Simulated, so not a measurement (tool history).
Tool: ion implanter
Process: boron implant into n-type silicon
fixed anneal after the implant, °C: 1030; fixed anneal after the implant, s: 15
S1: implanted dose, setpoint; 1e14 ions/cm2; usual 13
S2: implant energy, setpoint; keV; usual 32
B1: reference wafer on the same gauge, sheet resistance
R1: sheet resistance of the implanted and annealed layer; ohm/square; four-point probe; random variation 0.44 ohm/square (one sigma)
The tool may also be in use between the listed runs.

| run | hour | S1 | S2 | B1 | R1 |
|---|---|---|---|---|---|
| 1 | 0 | 13 | 32 | 77.35 | 98.87 |
| 2 | 25.5 | 13 | 32 | 77.53 | 98.06 |
| 3 | 57.9 | 13 | 32 | 77.44 | 97.79 |
| 4 | 83.7 | 13 | 32 | 77.56 | 99.06 |
| 5 | 111.9 | 13 | 32 | 77.34 | 98.43 |
| 6 | 133.3 | 13 | 32 | 77.38 | 98.65 |
| 7 | 155.8 | 13 | 32 | 77.37 | 99.26 |
| 8 | 176.3 | 13 | 32 | 77.56 | 99.27 |
| 9 | 193.3 | 13 | 32 | 77.37 | 98.41 |
| 10 | 209.3 | 13 | 37.5 | 77.34 | 97.2 |
| 11 | 222.6 | 13 | 32 | 77.38 | 99.19 |
|  | 252.5 | Faraday cup replaced and dose calibrated |
| 12 | 261.3 | 9.92 | 32 | 77.35 | 118.03 |
|  | 288.6 | extraction supply calibrated |
| 13 | 289.1 | 14.04 | 32 | 77.35 | 88.94 |
|  | 304.2 | gauge calibrated |
| 14 | 309.6 | 9.98 | 41.5 | 77.33 | 117.07 |
| 15 | 343.2 | 14.32 | 24.5 | 77.41 | 90.3 |
| 16 | 365.3 | 14.05 | 28 | 77.44 | 90.45 |
| 17 | 395 | 13 | 22.5 | 77.51 | 98.78 |
| 18 | 412.6 | 13 | 28.5 | 77.45 | 97.41 |

Some steps in R1 between neighbouring runs. How much of each would the tool show without its hidden state too (settings, what came in, random variation), and how much is left for the hidden state, with any gauge scatter that isn't in both results?
The hidden state here: deviation of the true dose from the Faraday cup's reading, %; deviation of the true energy from its setpoint, %; gauge reads high (%).
Run 11 -> 12: S1 13 -> 9.92, Faraday cup replaced and dose calibrated. R1 +18.84 ohm/square: hidden state -4.46, all else +23.3.
Run 12 -> 13: S1 9.92 -> 14.04, extraction supply calibrated. R1 -29.09 ohm/square: hidden state +0.55, all else -29.64.
